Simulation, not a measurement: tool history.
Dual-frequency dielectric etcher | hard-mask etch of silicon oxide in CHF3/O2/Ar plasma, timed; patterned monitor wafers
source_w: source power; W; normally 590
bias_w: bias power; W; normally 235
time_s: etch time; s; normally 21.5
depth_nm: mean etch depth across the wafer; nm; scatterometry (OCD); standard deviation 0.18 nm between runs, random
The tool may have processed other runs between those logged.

run,hour,source_w,bias_w,time_s,"read-back reference wafer on the same gauge, depth_nm",depth_nm
1,0.0,590,251,17.5,53.73,37.28
2,100.0,590,251,17.5,53.70,36.97
3,140.6,590,251,17.5,53.72,36.81
4,178.1,590,279,21.5,53.67,46.29
5,240.7,590,279,21.5,53.74,45.95
6,271.5,590,279,21.5,53.73,45.93
# hour 321.9: upper electrode replaced
7,335.6,590,235,21.5,53.70,43.72
# hour 345.0: gauge calibrated
# hour 380.7: source power generator calibrated
# hour 409.0: wet clean of the chamber
8,409.5,590,235,21.5,53.75,45.18
9,433.2,590,235,21.5,53.68,44.81
# hour 488.1: bias power generator calibrated
10,503.8,590,235,21.5,53.71,45.11
11,557.1,590,235,21.5,53.70,44.50
12,584.4,660,194,21.5,53.67,43.56
13,621.9,640,293,24.0,53.69,53.17
14,673.5,680,205,21.5,53.71,44.05
15,717.7,590,289,27.5,53.71,58.74
16,759.4,640,235,21.5,53.72,44.60
17,783.9,590,179,15.5,53.69,29.84
# hour 837.4: wet clean of the chamber
18,837.9,450,235,25.5,53.69,50.98

For each run, what was the tool's unlogged condition?
source power that arrives over what is set, %: 0 across all the runs
bias power that arrives over what is set, %: 0 across all the runs
gauge reads high (%): 0 across all the runs
H1: etch rate over this chamber's usual, %
run,H1
1,-0.163
2,-1.06
3,-1.43
4,-1.76
5,-2.33
6,-2.6
7,-3.18
8,-0.542
9,-0.755
10,-1.39
11,-1.87
12,-2.11
13,-2.45
14,-2.92
15,-3.31
16,-3.69
17,-3.91
18,-0.183
